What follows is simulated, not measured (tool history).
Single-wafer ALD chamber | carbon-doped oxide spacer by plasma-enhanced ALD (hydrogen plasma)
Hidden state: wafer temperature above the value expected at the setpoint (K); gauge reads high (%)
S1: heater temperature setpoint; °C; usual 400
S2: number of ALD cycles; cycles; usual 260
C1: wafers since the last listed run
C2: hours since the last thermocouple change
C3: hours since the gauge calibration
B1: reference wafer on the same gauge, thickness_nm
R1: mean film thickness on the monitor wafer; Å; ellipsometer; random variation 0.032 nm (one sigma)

run    hour   S1   S2   C1      C2      C3      B1      R1
  1     0.0  400  260    0  1978.3   891.3  14.839  130.62
  2   195.5  400  260  388  2173.8  1086.8  14.908  131.02
  3   243.5  400  260   95  2221.8  1134.8  14.921  132.47
  4   279.4  400  260   71  2257.7  1170.7  14.927  131.68
  5   305.0  400  260   50  2283.3  1196.3  14.936  131.76
      330.9  -- gauge calibrated
  6   363.5  400  249  116  2341.8    32.6  14.679  124.66
  7   400.7  400  249   73  2379.0    69.8  14.696  124.69
  8   434.3  400  260   66  2412.6   103.4  14.699  129.29
  9   506.0  400  260  142  2484.3   175.1  14.729  130.18
 10   547.3  400  260   82  2525.6   216.4  14.740  130.19
 11   587.6  388  234   80  2565.9   256.7  14.756  116.93
      606.2  -- thermocouple changed; heater temperature recalibrated
 12   637.3  390  296   82    31.1   306.4  14.768  148.67
 13   701.8  388  220  128    95.6   370.9  14.788  110.74
 14   746.3  400  260   88   140.1   415.4  14.801  130.89
 15   773.0  392  215   53   166.8   442.1  14.808  108.46
 16   841.1  388  260  135   234.9   510.2  14.825  131.39
 17   869.2  405  310   55   263.0   538.3  14.837  154.45
 18   926.9  400  260  114   320.7   596.0  14.845  130.73
 19   979.5  400  260  104   373.3   648.6  14.873  131.29
 20  1020.9  393  239   82   414.7   690.0  14.891  120.51

3 ways to go on from here, each from the tool as it stands after run 20. What would each give?
  A  1021.7  400  300   1  415.5  690.8   ?   ?
  B  1021.7  414  236   1  415.5  690.8   ?   ?
  C  1021.7  395  311   1  415.5  690.8   ?   ?

run      B1      R1
  A  14.886  151.93
  B  14.886  114.26
  C  14.886  157.50
Without the tool's hidden state the same runs would have given:
run      R1
  A  149.02
  B  112.08
  C  154.49
